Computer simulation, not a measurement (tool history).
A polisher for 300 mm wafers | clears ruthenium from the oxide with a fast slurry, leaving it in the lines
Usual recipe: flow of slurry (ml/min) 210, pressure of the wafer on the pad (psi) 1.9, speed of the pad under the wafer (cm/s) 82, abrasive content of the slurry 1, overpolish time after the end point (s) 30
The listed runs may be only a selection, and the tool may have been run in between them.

run	hour	flow of slurry (ml/min)	pressure of the wafer on the pad (psi)	speed of the pad under the wafer (cm/s)	abrasive content of the slurry	overpolish time after the end point (s)	incoming thickness of the incoming film, nm	time until the end point was called (s)	dishing of a wide line in a test structure (nm)
1	0	210	1.9	82	1	30	139.3	55	41.3
2	38.2	210	1.9	82	1	30	140.6	57.4	39.9
3	62.7	210	2.4	82	1	30	138.6	44.5	46.4
# hour 88.5: worn pad replaced by a new one
4	89	210	2.4	82	1	30	139.2	42.2	44.7
5	101.9	210	1.9	82	1	30	138.1	53.7	40.9
6	129.1	210	1.9	82	1	30	141.6	53.7	39.1
# hour 131.3: slurry blender recalibrated
7	151.4	210	1.9	82	1	30	139.9	53.2	41.7
8	175.9	210	1.9	82	1	30	137.5	52.5	42.1
9	208.2	210	1.9	82	1	30	140	55.5	40.1
10	221.5	210	1.9	82	1	30	142.2	56.2	41.3
11	245	170	1.9	82	1	30	141.2	56.8	39.3
# hour 250.8: head pressure recalibrated
# hour 252.4: slurry nozzle cleaned
12	275.3	210	2.1	82	1	30	137.5	60.7	38.2
# hour 282.1: worn pad replaced by a new one
13	295.8	210	1.9	82	1	30	138	59	37.8
14	326.3	160	1.5	82	1.25	37	138.4	69.2	39.7
# hour 348.7: slurry blender recalibrated
15	353.5	210	2.4	82	1	30	142	48.1	43.5
16	386.7	265	2.5	82	1.2	40	143	43.6	49.9
17	405.7	275	1.9	104	1.15	30	139.1	44.7	43.6
18	423.8	210	1.9	82	1	30	137.4	61.3	37.3
# hour 433.9: worn pad replaced by a new one
19	442.9	210	1.9	82	1	30	138.7	58.3	38.4
20	476.3	210	1.9	92	1	30	139.2	53.2	40.3
21	511.1	270	2.3	82	0.7	23	137.3	59	32.4
22	540.5	210	1.9	82	1	25	140.3	60.3	34.1
# hour 570.6: slurry blender recalibrated
23	572.3	210	1.9	90	0.7	30	138.1	67.4	35

What the log doesn't show, run by run:
slurry flow missing at the pad, %: 0 across all the runs
abrasive missing from the slurry, %: 0 across all the runs
H1: removal rate lost through wear of the pad, %
H2: deviation of the head's pressure from its setpoint, %
run	H1	H2
1	1.59	9.53
2	3.68	10.4
3	5.51	10.9
4	0.898	11.6
5	0.957	11.9
6	1.43	12.6
7	2.18	13.1
8	3.37	13.8
9	5.54	14.6
10	6.63	15
11	8.83	15.7
12	12.2	0.396
13	0.58	0.417
14	1.15	0.47
15	2.17	0.541
16	4.06	0.656
17	5.47	0.736
18	7.02	0.822
19	1.04	0.923
20	1.59	1.13
21	2.94	1.37
22	4.69	1.61
23	7.21	1.89

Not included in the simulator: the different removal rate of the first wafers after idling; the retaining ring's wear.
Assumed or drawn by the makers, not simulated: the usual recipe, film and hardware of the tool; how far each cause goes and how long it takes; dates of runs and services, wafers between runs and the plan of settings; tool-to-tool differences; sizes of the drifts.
